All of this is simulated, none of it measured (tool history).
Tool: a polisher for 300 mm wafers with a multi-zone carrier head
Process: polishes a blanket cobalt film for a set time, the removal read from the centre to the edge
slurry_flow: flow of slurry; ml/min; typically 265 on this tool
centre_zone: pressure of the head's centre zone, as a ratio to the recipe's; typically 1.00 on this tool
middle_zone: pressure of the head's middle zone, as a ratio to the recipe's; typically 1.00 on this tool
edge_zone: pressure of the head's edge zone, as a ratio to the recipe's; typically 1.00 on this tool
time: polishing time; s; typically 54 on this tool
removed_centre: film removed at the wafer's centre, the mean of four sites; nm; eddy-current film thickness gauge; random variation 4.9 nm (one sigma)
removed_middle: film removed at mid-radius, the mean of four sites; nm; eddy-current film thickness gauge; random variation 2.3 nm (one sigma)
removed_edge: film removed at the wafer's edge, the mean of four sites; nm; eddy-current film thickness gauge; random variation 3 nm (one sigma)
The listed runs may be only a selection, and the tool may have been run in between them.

run	day	slurry_flow	centre_zone	middle_zone	edge_zone	time	incoming thickness of the incoming film, nm	removed_centre	removed_middle	removed_edge
1	0.000	265	1.00	1.00	1.00	54	898.2	345.8	343.3	337.5
2	0.783	265	1.00	1.00	1.00	54	892.1	329.6	344.2	338.4
3	1.492	265	1.00	1.00	1.00	54	911.2	325.9	337.6	334.7
4	2.833	265	1.00	1.00	1.00	54	884.0	315.2	333.6	330.3
5	3.567	265	1.03	1.00	1.00	54	893.9	332.0	326.2	319.5
6	4.496	265	1.03	1.00	1.00	54	895.6	315.9	320.2	318.5
# day 5.300: worn pad replaced by a new one
7	5.488	265	1.03	1.00	1.00	54	899.1	356.3	350.8	345.4
8	6.333	265	1.00	1.00	1.00	54	910.2	341.8	352.7	347.1
# day 6.392: slurry nozzle cleaned
# day 7.854: carrier head's membrane replaced by a new one, of another model than before
# day 8.104: centre zone pressure recalibrated
9	8.246	265	1.00	1.00	1.00	44	899.0	287.3	282.0	281.7
10	8.988	305	1.00	1.00	1.00	54	899.8	343.9	342.0	342.4
# day 10.529: worn pad replaced by a new one
# day 11.683: edge zone pressure recalibrated
11	11.983	265	1.00	0.97	0.95	46	914.1	296.3	287.9	290.4
12	13.300	265	0.96	1.00	1.12	46	890.8	283.9	294.8	298.8
13	14.021	265	1.00	1.00	1.00	54	906.5	332.7	338.4	332.5
14	14.929	355	0.89	0.88	1.00	71	883.2	420.3	384.2	443.2
15	15.962	340	0.96	1.10	0.97	54	912.5	329.1	369.0	325.7
# day 16.783: worn pad replaced by a new one
16	16.804	265	1.00	1.00	1.00	54	918.0	340.7	350.8	349.6
17	17.433	265	1.00	0.97	0.95	46	903.6	286.2	287.3	291.3
18	18.708	215	1.06	1.00	0.92	54	886.3	344.2	342.1	330.1
19	19.783	265	1.00	0.89	1.00	54	891.5	333.5	299.2	335.2

Predict each of these 4 candidate next runs independently; none follows another, all start after run 19:
A	19.800	265	1.00	1.00	1.00	54	893.4	?	?	?
B	19.800	205	1.00	1.00	1.00	54	893.4	?	?	?
C	19.800	265	1.00	1.00	1.08	61	893.4	?	?	?
D	19.800	305	1.04	1.09	1.00	61	893.4	?	?	?

run	removed_centre	removed_middle	removed_edge
A	334.6	340.7	334.5
B	327.2	334.0	329.5
C	377.9	384.9	389.2
D	391.6	429.7	380.2
Stripped of hidden state, with their random variation kept, the same runs would have yielded:
run	removed_centre	removed_middle	removed_edge
A	344.1	350.4	344.0
B	336.5	343.5	338.9
C	388.7	395.8	400.3
D	402.8	442.0	391.0
